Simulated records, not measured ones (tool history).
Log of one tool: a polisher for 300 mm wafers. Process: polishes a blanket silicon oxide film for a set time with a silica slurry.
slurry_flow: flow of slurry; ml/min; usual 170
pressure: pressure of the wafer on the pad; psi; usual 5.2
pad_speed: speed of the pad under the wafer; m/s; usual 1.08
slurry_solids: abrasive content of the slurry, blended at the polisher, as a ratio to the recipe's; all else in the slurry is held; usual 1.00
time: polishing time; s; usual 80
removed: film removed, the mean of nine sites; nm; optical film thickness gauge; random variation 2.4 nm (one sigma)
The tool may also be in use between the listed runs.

| run | hour | slurry_flow | pressure | pad_speed | slurry_solids | time | incoming thickness of the incoming film, nm | removed |
|---|---|---|---|---|---|---|---|---|
| 1 | 0.0 | 170 | 5.2 | 1.08 | 1.00 | 80 | 1303.7 | 260.0 |
| 2 | 22.5 | 170 | 5.2 | 1.08 | 1.00 | 80 | 1309.3 | 261.5 |
| 3 | 54.6 | 170 | 5.2 | 1.08 | 1.00 | 90 | 1302.1 | 288.4 |
| 4 | 72.4 | 170 | 5.2 | 1.08 | 1.00 | 90 | 1273.6 | 290.8 |
| 5 | 91.1 | 170 | 5.2 | 1.08 | 1.00 | 90 | 1285.8 | 286.6 |
| 6 | 125.6 | 170 | 5.2 | 1.08 | 1.00 | 80 | 1294.8 | 257.2 |
| 7 | 147.6 | 170 | 5.2 | 1.08 | 1.00 | 80 | 1274.6 | 254.1 |
| 8 | 174.1 | 155 | 5.2 | 1.24 | 1.25 | 95 | 1291.2 | 350.3 |
| 9 | 201.4 | 170 | 5.2 | 1.08 | 1.25 | 80 | 1307.0 | 275.7 |
| 10 | 227.4 | 170 | 6.8 | 0.92 | 0.85 | 80 | 1313.7 | 288.9 |
| 11 | 251.8 | 220 | 5.2 | 1.08 | 1.10 | 63 | 1299.9 | 232.1 |
| 12 | 280.1 | 170 | 5.2 | 1.08 | 1.00 | 80 | 1305.7 | 271.3 |
| 13 | 303.3 | 145 | 3.8 | 1.38 | 1.00 | 107 | 1281.8 | 335.7 |
| 14 | 321.0 | 170 | 5.2 | 1.08 | 0.85 | 65 | 1288.3 | 208.5 |
| 15 | 347.5 | 170 | 3.6 | 0.78 | 1.00 | 80 | 1316.6 | 191.0 |

Not shown: 9 entries that the log had between the listed runs. Between which runs, and how does the tool's hidden state differ before and after?
Between runs 2 and 3: worn pad replaced by a new one (hour 37.9)
  deviation of the head's pressure from its setpoint, %: -12 -> -12.1
  measured less the result without the state, removed: -20.3 -> -22.6 nm
Between runs 5 and 6: worn pad replaced by a new one (hour 117.3)
  deviation of the head's pressure from its setpoint, %: -12.2 -> -12.3
  measured less the result without the state, removed: -22.7 -> -20.6 nm
Between runs 7 and 8: conditioning disc replaced and pad reconditioned (hour 150.7)
  no hidden state differs between the two runs
  measured less the result without the state, removed: -20.4 -> -28.2 nm
Between runs 8 and 9: worn pad replaced by a new one (hour 196.6)
  deviation of the head's pressure from its setpoint, %: -12.4 -> -12.5
  measured less the result without the state, removed: -28.2 -> -22.3 nm
Between runs 9 and 10: head pressure recalibrated (hour 209.4); slurry nozzle cleaned (hour 211.3); slurry blender recalibrated (hour 216.2)
  deviation of the head's pressure from its setpoint, %: -12.5 -> -1.63
  measured less the result without the state, removed: -22.3 -> -2.8 nm
Between runs 11 and 12: worn pad replaced by a new one (hour 264.4)
  deviation of the head's pressure from its setpoint, %: -2.53 -> -3.5
  measured less the result without the state, removed: -3.6 -> -5.8 nm
Between runs 14 and 15: worn pad replaced by a new one (hour 342.6)
  deviation of the head's pressure from its setpoint, %: -4.75 -> -5.47
  measured less the result without the state, removed: -6.1 -> -6.5 nm
